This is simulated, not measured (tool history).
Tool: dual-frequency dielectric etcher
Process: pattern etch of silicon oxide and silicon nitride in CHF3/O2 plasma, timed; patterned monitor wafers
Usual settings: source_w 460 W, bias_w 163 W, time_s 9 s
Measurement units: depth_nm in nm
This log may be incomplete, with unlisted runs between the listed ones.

run    hour  source_w  bias_w  time_s  wafers since the last listed run  hours since the last wet clean  hours since the last source power generator calibration  hours since the last bias power generator calibration  hours since the last upper electrode change  hours since the gauge calibration  read-back reference wafer on the same gauge, depth_nm  depth_nm
  1       0       460     163       9                                 0                             154                                                   3246.5                                                 2772.9                                       3177.8                              393.5                                                  11.42     11.29
  2    94.7       520     163       9                               929                           248.7                                                   3341.2                                                 2867.6                                       3272.5                              488.2                                                  11.41     11.78
      340.8  -- wet clean of the chamber
  3   344.7       520     163       9                              2217                             3.9                                                   3591.2                                                 3117.6                                       3522.5                              738.2                                                  11.48     11.79
  4   418.6       460     163       9                               725                            77.8                                                   3665.1                                                 3191.5                                       3596.4                              812.1                                                   11.5     11.37
  5   502.4       460     145       9                               822                           161.6                                                   3748.9                                                 3275.3                                       3680.2                              895.9                                                  11.51     10.89
  6   587.4       460     145       9                               834                           246.6                                                   3833.9                                                 3360.3                                       3765.2                              980.9                                                  11.54     10.96
  7   624.2       460     145       9                               361                           283.4                                                   3870.7                                                 3397.1                                         3802                             1017.7                                                  11.59        11
  8   716.8       460     163    10.5                               908                             376                                                   3963.3                                                 3489.7                                       3894.6                             1110.3                                                  11.58      13.4
  9     776       460     163    10.5                               580                           435.2                                                   4022.5                                                 3548.9                                       3953.8                             1169.5                                                  11.64     13.45
      881.2  -- wet clean of the chamber
 10   881.7       460     163    10.5                               801                             0.5                                                   4128.2                                                 3654.6                                       4059.5                             1275.2                                                  11.67     13.56
      937.3  -- upper electrode replaced
 11   937.8       460     163       9                               314                            56.6                                                   4184.3                                                 3710.7                                          0.5                             1331.3                                                   11.7     11.49
 12     984       460     163       9                               453                           102.8                                                   4230.5                                                 3756.9                                         46.7                             1377.5                                                  11.74     11.51
 13    1072       460     163       9                               863                           190.8                                                   4318.5                                                 3844.9                                        134.7                             1465.5                                                  11.75     11.65
     1103.1  -- bias power generator calibrated
 14  1156.9       460     163       9                               793                           275.7                                                   4403.4                                                   53.8                                        219.6                             1550.4                                                  11.81     11.71
       1177  -- source power generator calibrated
 15  1217.6       400     163       9                               556                           336.4                                                     40.6                                                  114.5                                        280.3                             1611.1                                                  11.81     11.22
 16  1269.2       410     191       8                               506                             388                                                     92.2                                                  166.1                                        331.9                             1662.7                                                  11.87     10.54
     1331.1  -- gauge calibrated
 17  1331.6       460     163       9                               612                           450.4                                                    154.6                                                  228.5                                        394.3                                0.5                                                   11.4     11.29
     1418.4  -- wet clean of the chamber
 18  1418.9       460     163       9                               621                             0.5                                                    241.9                                                  315.8                                        481.6                               87.8                                                  11.41     11.29
 19    1593       460     183       7                              1708                           174.6                                                      416                                                  489.9                                        655.7                              261.9                                                  11.41      9.14
 20  1640.3       350     153     7.5                               464                           221.9                                                    463.3                                                  537.2                                          703                              309.2                                                  11.42      8.39
 21  1686.5       370     129       9                               453                           268.1                                                    509.5                                                  583.4                                        749.2                              355.4                                                  11.42      9.81
 22  1726.3       510     197       9                               390                           307.9                                                    549.3                                                  623.2                                          789                              395.2                                                  11.42     12.42
 23  1764.3       360     182       7                               372                           345.9                                                    587.3                                                  661.2                                          827                              433.2                                                  11.42      8.44
 24  1810.9       460     190       9                               457                           392.5                                                    633.9                                                  707.8                                        873.6                              479.8                                                  11.44      11.9
     1901.7  -- wet clean of the chamber
 25  1968.6       460     163       8                              1311                            66.9                                                    791.6                                                  865.5                                       1031.3                              637.5                                                  11.46     10.12
 26  2072.2       350     163       9                              1016                           170.5                                                    895.2                                                  969.1                                       1134.9                              741.1                                                  11.47     10.44
 27  2165.6       570     182       9                               916                           263.9                                                    988.6                                                 1062.5                                       1228.3                              834.5                                                  11.53     12.77
 28  2225.1       530     163       9                               583                           323.4                                                   1048.1                                                   1122                                       1287.8                                894                                                  11.54     12.01

List, for all runs, the conditions of the tool that the log does not record:
etch rate over this chamber's usual, %: 0 on each run
source power that arrives over what is set, %: 0 on each run
bias power that arrives over what is set, %: 0 on each run
H1: gauge reads high (%)
run       H1
  1   0.0116
  2    0.143
  3    0.625
  4    0.805
  5     1.03
  6     1.28
  7      1.4
  8     1.71
  9     1.92
 10     2.32
 11     2.55
 12     2.75
 13     3.14
 14     3.55
 15     3.85
 16     4.11
 17  -0.0365
 18  -0.0244
 19   0.0713
 20    0.114
 21    0.162
 22    0.209
 23    0.258
 24    0.325
 25    0.602
 26    0.827
 27     1.06
 28     1.22

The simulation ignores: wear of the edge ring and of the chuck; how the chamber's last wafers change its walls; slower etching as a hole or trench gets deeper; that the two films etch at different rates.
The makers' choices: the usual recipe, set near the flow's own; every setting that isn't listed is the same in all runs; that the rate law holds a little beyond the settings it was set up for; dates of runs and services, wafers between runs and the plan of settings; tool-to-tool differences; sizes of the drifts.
